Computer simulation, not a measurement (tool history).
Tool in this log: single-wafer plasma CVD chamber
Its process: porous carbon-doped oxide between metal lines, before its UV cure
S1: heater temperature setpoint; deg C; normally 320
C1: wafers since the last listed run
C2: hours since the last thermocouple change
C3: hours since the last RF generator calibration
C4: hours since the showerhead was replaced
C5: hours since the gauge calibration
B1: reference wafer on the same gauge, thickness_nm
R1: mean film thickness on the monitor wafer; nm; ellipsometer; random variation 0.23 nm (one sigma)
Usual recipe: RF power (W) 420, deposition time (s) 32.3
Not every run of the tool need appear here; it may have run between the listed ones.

{"run": 1, "hour": 0.0, "S1": 320, "RF power (W)": 450, "deposition time (s)": 30.4, "C1": 0, "C2": 1503.8, "C3": 1339.8, "C4": 6532.5, "C5": 26.1, "B1": 139.973, "R1": 148.407}
{"run": 2, "hour": 13.4, "S1": 320, "RF power (W)": 450, "deposition time (s)": 30.4, "C1": 226, "C2": 1517.2, "C3": 1353.2, "C4": 6545.9, "C5": 39.5, "B1": 139.977, "R1": 147.935}
{"run": 3, "hour": 27.4, "S1": 330, "RF power (W)": 420, "deposition time (s)": 32.3, "C1": 236, "C2": 1531.2, "C3": 1367.2, "C4": 6559.9, "C5": 53.5, "B1": 140.012, "R1": 142.636}
{"run": 4, "hour": 33.9, "S1": 330, "RF power (W)": 420, "deposition time (s)": 32.3, "C1": 109, "C2": 1537.7, "C3": 1373.7, "C4": 6566.4, "C5": 60.0, "B1": 140.018, "R1": 142.518}
{"run": 5, "hour": 40.9, "S1": 320, "RF power (W)": 420, "deposition time (s)": 30.2, "C1": 118, "C2": 1544.7, "C3": 1380.7, "C4": 6573.4, "C5": 67.0, "B1": 140.009, "R1": 141.24}
{"run": 6, "hour": 58.0, "S1": 320, "RF power (W)": 420, "deposition time (s)": 30.2, "C1": 288, "C2": 1561.8, "C3": 1397.8, "C4": 6590.5, "C5": 84.1, "B1": 139.987, "R1": 141.212}
{"hour": 68.7, "done": "RF generator calibrated"}
{"run": 7, "hour": 69.2, "S1": 326, "RF power (W)": 440, "deposition time (s)": 32.3, "C1": 53, "C2": 1573.0, "C3": 0.5, "C4": 6601.7, "C5": 95.3, "B1": 140.006, "R1": 150.116}
{"hour": 80.0, "done": "thermocouple changed; heater temperature recalibrated"}
{"run": 8, "hour": 80.5, "S1": 330, "RF power (W)": 460, "deposition time (s)": 29.9, "C1": 55, "C2": 0.5, "C3": 11.8, "C4": 6613.0, "C5": 106.6, "B1": 139.975, "R1": 139.903}
{"run": 9, "hour": 92.4, "S1": 328, "RF power (W)": 365, "deposition time (s)": 35.7, "C1": 200, "C2": 12.4, "C3": 23.7, "C4": 6624.9, "C5": 118.5, "B1": 139.988, "R1": 146.487}
{"run": 10, "hour": 109.9, "S1": 330, "RF power (W)": 365, "deposition time (s)": 32.3, "C1": 295, "C2": 29.9, "C3": 41.2, "C4": 6642.4, "C5": 136.0, "B1": 139.997, "R1": 131.583}
{"run": 11, "hour": 116.6, "S1": 315, "RF power (W)": 385, "deposition time (s)": 26.5, "C1": 113, "C2": 36.6, "C3": 47.9, "C4": 6649.1, "C5": 142.7, "B1": 140.01, "R1": 122.211}
{"hour": 125.3, "done": "showerhead replaced"}
{"hour": 128.0, "done": "gauge calibrated"}
{"run": 12, "hour": 134.1, "S1": 314, "RF power (W)": 420, "deposition time (s)": 28.0, "C1": 160, "C2": 54.1, "C3": 65.4, "C4": 8.8, "C5": 6.1, "B1": 139.955, "R1": 136.051}
{"run": 13, "hour": 145.7, "S1": 335, "RF power (W)": 450, "deposition time (s)": 28.1, "C1": 195, "C2": 65.7, "C3": 77.0, "C4": 20.4, "C5": 17.7, "B1": 140.065, "R1": 126.538}
{"run": 14, "hour": 162.5, "S1": 320, "RF power (W)": 420, "deposition time (s)": 32.3, "C1": 283, "C2": 82.5, "C3": 93.8, "C4": 37.2, "C5": 34.5, "B1": 140.011, "R1": 151.306}

Consider 4 possible next runs. They are alternatives, not a sequence: every one starts from the tool as it was left by run 14. What does each give?
{"run": "A", "hour": 162.9, "S1": 320, "RF power (W)": 420, "deposition time (s)": 32.3, "C1": 6, "C2": 82.9, "C3": 94.2, "C4": 37.6, "C5": 34.9, "B1": "?", "R1": "?"}
{"run": "B", "hour": 162.9, "S1": 320, "RF power (W)": 485, "deposition time (s)": 30.0, "C1": 6, "C2": 82.9, "C3": 94.2, "C4": 37.6, "C5": 34.9, "B1": "?", "R1": "?"}
{"run": "C", "hour": 162.9, "S1": 320, "RF power (W)": 490, "deposition time (s)": 36.5, "C1": 6, "C2": 82.9, "C3": 94.2, "C4": 37.6, "C5": 34.9, "B1": "?", "R1": "?"}
{"run": "D", "hour": 162.9, "S1": 308, "RF power (W)": 420, "deposition time (s)": 35.2, "C1": 6, "C2": 82.9, "C3": 94.2, "C4": 37.6, "C5": 34.9, "B1": "?", "R1": "?"}

run=A B1=140.017 R1=151.006
run=B B1=140.017 R1=152.664
run=C B1=140.017 R1=185.716
run=D B1=140.017 R1=176.445
With the hidden condition removed and each run's random variation left untouched, the same runs would have given:
run=A R1=151.006
run=B R1=152.664
run=C R1=185.716
run=D R1=176.445
